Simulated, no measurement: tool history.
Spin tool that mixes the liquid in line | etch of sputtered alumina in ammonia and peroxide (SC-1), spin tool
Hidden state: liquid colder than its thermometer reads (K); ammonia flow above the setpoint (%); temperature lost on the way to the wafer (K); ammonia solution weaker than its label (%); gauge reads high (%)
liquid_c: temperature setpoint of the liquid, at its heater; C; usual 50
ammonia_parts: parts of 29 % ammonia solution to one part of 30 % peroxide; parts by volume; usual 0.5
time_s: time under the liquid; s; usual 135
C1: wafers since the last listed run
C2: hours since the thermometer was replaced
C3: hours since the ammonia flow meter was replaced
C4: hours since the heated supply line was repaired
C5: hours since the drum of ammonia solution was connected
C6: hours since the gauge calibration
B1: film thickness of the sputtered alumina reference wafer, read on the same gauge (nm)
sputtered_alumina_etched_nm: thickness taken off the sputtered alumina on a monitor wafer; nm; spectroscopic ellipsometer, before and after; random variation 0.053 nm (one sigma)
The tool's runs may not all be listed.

run 1 hour=0 | liquid_c=50 ammonia_parts=0.5 time_s=135 | C1=0 C2=16.9 C3=1111 C4=1533.7 C5=550.4 C6=430.7 | B1=30.01 | sputtered_alumina_etched_nm=5.3
run 2 hour=16.4 | liquid_c=50 ammonia_parts=0.5 time_s=135 | C1=93 C2=33.3 C3=1127.4 C4=1550.1 C5=566.8 C6=447.1 | B1=29.95 | sputtered_alumina_etched_nm=5.37
run 3 hour=33.8 | liquid_c=40.5 ammonia_parts=0.7 time_s=115 | C1=99 C2=50.7 C3=1144.8 C4=1567.5 C5=584.2 C6=464.5 | B1=30.07 | sputtered_alumina_etched_nm=2.64
-- hour=36.3 heated supply line repaired
-- hour=36.6 gauge calibrated
run 4 hour=50.7 | liquid_c=53.5 ammonia_parts=0.5 time_s=195 | C1=91 C2=67.6 C3=1161.7 C4=14.4 C5=601.1 C6=14.1 | B1=29.99 | sputtered_alumina_etched_nm=10.91
run 5 hour=57.8 | liquid_c=50 ammonia_parts=0.6 time_s=95 | C1=40 C2=74.7 C3=1168.8 C4=21.5 C5=608.2 C6=21.2 | B1=29.99 | sputtered_alumina_etched_nm=4.56
run 6 hour=64.6 | liquid_c=50 ammonia_parts=0.6 time_s=95 | C1=38 C2=81.5 C3=1175.6 C4=28.3 C5=615 C6=28 | B1=30.01 | sputtered_alumina_etched_nm=4.52
run 7 hour=70.9 | liquid_c=56.5 ammonia_parts=0.5 time_s=185 | C1=36 C2=87.8 C3=1181.9 C4=34.6 C5=621.3 C6=34.3 | B1=29.97 | sputtered_alumina_etched_nm=12.37
run 8 hour=79.9 | liquid_c=53 ammonia_parts=0.6 time_s=100 | C1=51 C2=96.8 C3=1190.9 C4=43.6 C5=630.3 C6=43.3 | B1=29.95 | sputtered_alumina_etched_nm=5.65
run 9 hour=86.7 | liquid_c=50 ammonia_parts=0.5 time_s=135 | C1=38 C2=103.6 C3=1197.7 C4=50.4 C5=637.1 C6=50.1 | B1=29.96 | sputtered_alumina_etched_nm=6.34
-- hour=93.7 ammonia flow meter replaced
run 10 hour=96.7 | liquid_c=50 ammonia_parts=0.5 time_s=165 | C1=51 C2=113.6 C3=3 C4=60.4 C5=647.1 C6=60.1 | B1=30.02 | sputtered_alumina_etched_nm=7.75
run 11 hour=108.5 | liquid_c=50 ammonia_parts=0.5 time_s=135 | C1=67 C2=125.4 C3=14.8 C4=72.2 C5=658.9 C6=71.9 | B1=30 | sputtered_alumina_etched_nm=6.3
-- hour=120.2 new drum of ammonia solution connected
run 12 hour=121.5 | liquid_c=50 ammonia_parts=0.5 time_s=135 | C1=68 C2=138.4 C3=27.8 C4=85.2 C5=1.3 C6=84.9 | B1=29.99 | sputtered_alumina_etched_nm=6.27
run 13 hour=132.6 | liquid_c=50 ammonia_parts=0.5 time_s=135 | C1=63 C2=149.5 C3=38.9 C4=96.3 C5=12.4 C6=96 | B1=30.02 | sputtered_alumina_etched_nm=6.28
run 14 hour=139.5 | liquid_c=56.5 ammonia_parts=0.5 time_s=135 | C1=39 C2=156.4 C3=45.8 C4=103.2 C5=19.3 C6=102.9 | B1=30.06 | sputtered_alumina_etched_nm=8.8
run 15 hour=148.3 | liquid_c=50 ammonia_parts=0.7 time_s=165 | C1=50 C2=165.2 C3=54.6 C4=112 C5=28.1 C6=111.7 | B1=30.02 | sputtered_alumina_etched_nm=8.01
run 16 hour=163.7 | liquid_c=43 ammonia_parts=0.5 time_s=135 | C1=88 C2=180.6 C3=70 C4=127.4 C5=43.5 C6=127.1 | B1=29.99 | sputtered_alumina_etched_nm=4.22
run 17 hour=179.7 | liquid_c=59 ammonia_parts=0.35 time_s=170 | C1=91 C2=196.6 C3=86 C4=143.4 C5=59.5 C6=143.1 | B1=30.02 | sputtered_alumina_etched_nm=12
run 18 hour=188.6 | liquid_c=50 ammonia_parts=0.5 time_s=135 | C1=50 C2=205.5 C3=94.9 C4=152.3 C5=68.4 C6=152 | B1=30.01 | sputtered_alumina_etched_nm=6.2
run 19 hour=199.4 | liquid_c=50 ammonia_parts=0.5 time_s=135 | C1=61 C2=216.3 C3=105.7 C4=163.1 C5=79.2 C6=162.8 | B1=29.96 | sputtered_alumina_etched_nm=6.23
run 20 hour=209.7 | liquid_c=45 ammonia_parts=0.5 time_s=135 | C1=58 C2=226.6 C3=116 C4=173.4 C5=89.5 C6=173.1 | B1=30.01 | sputtered_alumina_etched_nm=4.73
run 21 hour=237.5 | liquid_c=43.5 ammonia_parts=0.6 time_s=185 | C1=159 C2=254.4 C3=143.8 C4=201.2 C5=117.3 C6=200.9 | B1=29.97 | sputtered_alumina_etched_nm=5.88
run 22 hour=245.9 | liquid_c=50 ammonia_parts=0.5 time_s=135 | C1=48 C2=262.8 C3=152.2 C4=209.6 C5=125.7 C6=209.3 | B1=29.95 | sputtered_alumina_etched_nm=6.22
run 23 hour=252.8 | liquid_c=59.5 ammonia_parts=0.5 time_s=135 | C1=39 C2=269.7 C3=159.1 C4=216.5 C5=132.6 C6=216.2 | B1=29.99 | sputtered_alumina_etched_nm=10.25
run 24 hour=262.3 | liquid_c=50 ammonia_parts=0.35 time_s=175 | C1=54 C2=279.2 C3=168.6 C4=226 C5=142.1 C6=225.7 | B1=30.02 | sputtered_alumina_etched_nm=7.68

5 ways to go on from here, each from the tool as it stands after run 24. What would each give?
run A hour=262.8 | liquid_c=50 ammonia_parts=0.5 time_s=135 | C1=2 C2=279.7 C3=169.1 C4=226.5 C5=142.6 C6=226.2 | B1=? | sputtered_alumina_etched_nm=?
run B hour=262.8 | liquid_c=44.5 ammonia_parts=0.3 time_s=135 | C1=2 C2=279.7 C3=169.1 C4=226.5 C5=142.6 C6=226.2 | B1=? | sputtered_alumina_etched_nm=?
run C hour=262.8 | liquid_c=59.5 ammonia_parts=0.6 time_s=65 | C1=2 C2=279.7 C3=169.1 C4=226.5 C5=142.6 C6=226.2 | B1=? | sputtered_alumina_etched_nm=?
run D hour=262.8 | liquid_c=53 ammonia_parts=0.35 time_s=105 | C1=2 C2=279.7 C3=169.1 C4=226.5 C5=142.6 C6=226.2 | B1=? | sputtered_alumina_etched_nm=?
run E hour=262.8 | liquid_c=53.5 ammonia_parts=0.5 time_s=185 | C1=2 C2=279.7 C3=169.1 C4=226.5 C5=142.6 C6=226.2 | B1=? | sputtered_alumina_etched_nm=?

run=A B1=30 sputtered_alumina_etched_nm=6.16
run=B B1=30 sputtered_alumina_etched_nm=4.3
run=C B1=30 sputtered_alumina_etched_nm=5.02
run=D B1=30 sputtered_alumina_etched_nm=5.46
run=E B1=30 sputtered_alumina_etched_nm=10.22
Without the tool's hidden state the same runs would have given:
run=A sputtered_alumina_etched_nm=6.37
run=B sputtered_alumina_etched_nm=4.45
run=C sputtered_alumina_etched_nm=5.17
run=D sputtered_alumina_etched_nm=5.64
run=E sputtered_alumina_etched_nm=10.55
